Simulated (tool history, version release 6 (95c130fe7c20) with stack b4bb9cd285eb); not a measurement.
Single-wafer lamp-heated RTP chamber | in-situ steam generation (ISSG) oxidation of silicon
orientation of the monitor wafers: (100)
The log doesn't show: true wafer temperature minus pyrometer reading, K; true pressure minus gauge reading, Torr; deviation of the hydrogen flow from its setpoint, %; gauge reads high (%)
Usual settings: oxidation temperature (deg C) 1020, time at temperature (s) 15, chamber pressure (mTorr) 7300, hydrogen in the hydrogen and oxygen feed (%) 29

run    hour  oxidation temperature (deg C)  time at temperature (s)  chamber pressure (mTorr)  hydrogen in the hydrogen and oxygen feed (%)  wafers since the last listed run  wafers since the last pyrometer calibration  hours since the pressure gauge was zeroed  hours since the hydrogen flow controller was replaced  hours since the gauge calibration  read-back reference wafer on the same gauge, thickness  oxide thickness on the monitor wafer (nm)
  1       0                           1020                       15                      7300                                            32                                 0                                         1549                                     2849.1                                                 7223.8                              294.3                                                   4.333                                      5.228
  2    36.7                           1020                       15                      7300                                            32                               398                                         1948                                     2885.8                                                 7260.5                                331                                                   4.332                                      5.213
  3    61.7                           1020                       15                      7300                                            24                               271                                         2219                                     2910.8                                                 7285.5                                356                                                   4.319                                      4.808
  4   114.8                           1012                       15                      7300                                            29                               576                                         2796                                     2963.9                                                 7338.6                              409.1                                                   4.324                                      4.983
  5   159.7                           1012                       15                      7300                                            29                               487                                         3283                                     3008.8                                                 7383.5                                454                                                    4.32                                      4.938
  6   184.1                           1012                       15                      7300                                            29                               264                                         3548                                     3033.2                                                 7407.9                              478.4                                                   4.329                                      4.928
      260.9  -- pyrometer window cleaned and pyrometer calibrated, repeated, since the last time left the tool worse
  7   376.7                           1020                       15                      7300                                            29                              2004                                         1257                                     3225.8                                                 7600.5                                671                                                   4.339                                      4.868
  8   418.8                           1020                       15                      7300                                            29                               457                                         1714                                     3267.9                                                 7642.6                              713.1                                                    4.33                                      4.913
  9   448.1                           1020                       15                      7300                                            29                               318                                         2032                                     3297.2                                                 7671.9                              742.4                                                   4.324                                      4.889
 10   473.4                           1037                       19                      8300                                            32                               274                                         2307                                     3322.5                                                 7697.2                              767.7                                                   4.344                                      6.025
 11   504.3                           1020                       15                      6900                                            29                               335                                         2643                                     3353.4                                                 7728.1                              798.6                                                   4.323                                      4.911
 12   543.3                           1020                       12                      7300                                            29                               423                                         3066                                     3392.4                                                 7767.1                              837.6                                                   4.325                                      4.436
      584.2  -- hydrogen flow controller replaced
 13   584.7                           1039                       12                      8000                                            32                               362                                         3429                                     3433.8                                                    0.5                                879                                                   4.339                                      4.961
 14   643.3                           1004                        9                      8300                                            32                               636                                         4065                                     3492.4                                                   59.1                              937.6                                                    4.32                                      3.809
 15   673.1                           1020                       15                      6900                                            25                               323                                         4389                                     3522.2                                                   88.9                              967.4                                                   4.332                                      4.743
 16   736.4                           1036                       20                      6900                                            32                               687                                         5076                                     3585.5                                                  152.2                             1030.7                                                   4.319                                      6.324
      786.4  -- pyrometer window cleaned and pyrometer calibrated
 17   794.5                           1038                       15                      7300                                            29                               543                                           87                                     3643.6                                                  210.3                             1088.8                                                   4.333                                      5.266
      820.4  -- pressure gauge zeroed
 18   833.8                           1004                       15                      6900                                            29                               339                                          427                                       13.4                                                  249.6                             1128.1                                                   4.335                                      4.494
 19   885.7                           1020                       20                      7300                                            29                               563                                          991                                       65.3                                                  301.5                               1180                                                   4.337                                      5.531
 20   952.2                           1031                       11                      6900                                            32                               722                                         1713                                      131.8                                                    368                             1246.5                                                    4.33                                      4.581
 21  1019.6                           1020                       17                      7300                                            25                               731                                         2444                                      199.2                                                  435.4                             1313.9                                                   4.327                                      4.994
 22  1057.4                           1020                       15                      7300                                            29                               410                                         2855                                        237                                                  473.2                             1351.7                                                   4.329                                      4.888
     1062.1  -- gauge calibrated
 23  1121.9                           1007                       15                      8300                                            21                               700                                         3555                                      301.5                                                  537.7                               59.8                                                   4.328                                      4.231
 24  1162.4                           1035                       15                      7700                                            29                               439                                         3995                                        342                                                  578.2                              100.3                                                   4.334                                      5.299
 25  1196.6                           1020                       15                      7300                                            29                               371                                         4366                                      376.2                                                  612.4                              134.5                                                   4.331                                      4.899
 26  1263.2                           1025                       15                      7300                                            29                               723                                         5090                                      442.8                                                    679                              201.1                                                   4.323                                      5.022
     1283.4  -- pyrometer window cleaned and pyrometer calibrated
 27  1325.2                           1020                       15                      8400                                            29                               586                                          453                                      504.8                                                    741                              263.1                                                   4.323                                      4.817
 28  1381.3                           1038                       15                      6900                                            29                               609                                         1062                                      560.9                                                  797.1                              319.2                                                   4.324                                      5.273
 29  1445.1                           1020                       15                      7300                                            21                               692                                         1755                                      624.7                                                  860.9                                383                                                   4.328                                      4.433
 30  1495.3                           1020                        9                      7300                                            25                               545                                         2300                                      674.9                                                  911.1                              433.2                                                   4.339                                      3.736
 31  1521.2                           1020                       15                      7800                                            29                               281                                         2581                                      700.8                                                    937                              459.1                                                   4.337                                      4.875
 32  1546.9                           1020                       15                      7300                                            29                               279                                         2860                                      726.5                                                  962.7                              484.8                                                   4.329                                       4.92

Some steps in oxide thickness on the monitor wafer (nm) between neighbouring runs. How much of each would the tool show without its hidden state too (settings, what came in, random variation), and how much is left for the hidden state, with any gauge scatter that isn't in both results?
Run 6 -> 7: oxidation temperature (deg C) 1012 -> 1020, pyrometer window cleaned and pyrometer calibrated, repeated, since the last time left the tool worse. oxide thickness on the monitor wafer (nm) -0.06: hidden state -0.216, all else +0.156.
Run 13 -> 14: oxidation temperature (deg C) 1039 -> 1004, time at temperature (s) 12 -> 9, chamber pressure (mTorr) 8000 -> 8300. oxide thickness on the monitor wafer (nm) -1.152: hidden state -0.03, all else -1.122.
Run 15 -> 16: oxidation temperature (deg C) 1020 -> 1036, time at temperature (s) 15 -> 20, hydrogen in the hydrogen and oxygen feed (%) 25 -> 32. oxide thickness on the monitor wafer (nm) +1.581: hidden state +0.075, all else +1.506.
Run 16 -> 17: oxidation temperature (deg C) 1036 -> 1038, time at temperature (s) 20 -> 15, chamber pressure (mTorr) 6900 -> 7300, hydrogen in the hydrogen and oxygen feed (%) 32 -> 29, pyrometer window cleaned and pyrometer calibrated. oxide thickness on the monitor wafer (nm) -1.058: hidden state -0.159, all else -0.899.
Run 26 -> 27: oxidation temperature (deg C) 1025 -> 1020, chamber pressure (mTorr) 7300 -> 8400, pyrometer window cleaned and pyrometer calibrated. oxide thickness on the monitor wafer (nm) -0.205: hidden state -0.098, all else -0.107.
Run 30 -> 31: time at temperature (s) 9 -> 15, chamber pressure (mTorr) 7300 -> 7800, hydrogen in the hydrogen and oxygen feed (%) 25 -> 29. oxide thickness on the monitor wafer (nm) +1.139: hidden state +0.024, all else +1.115.
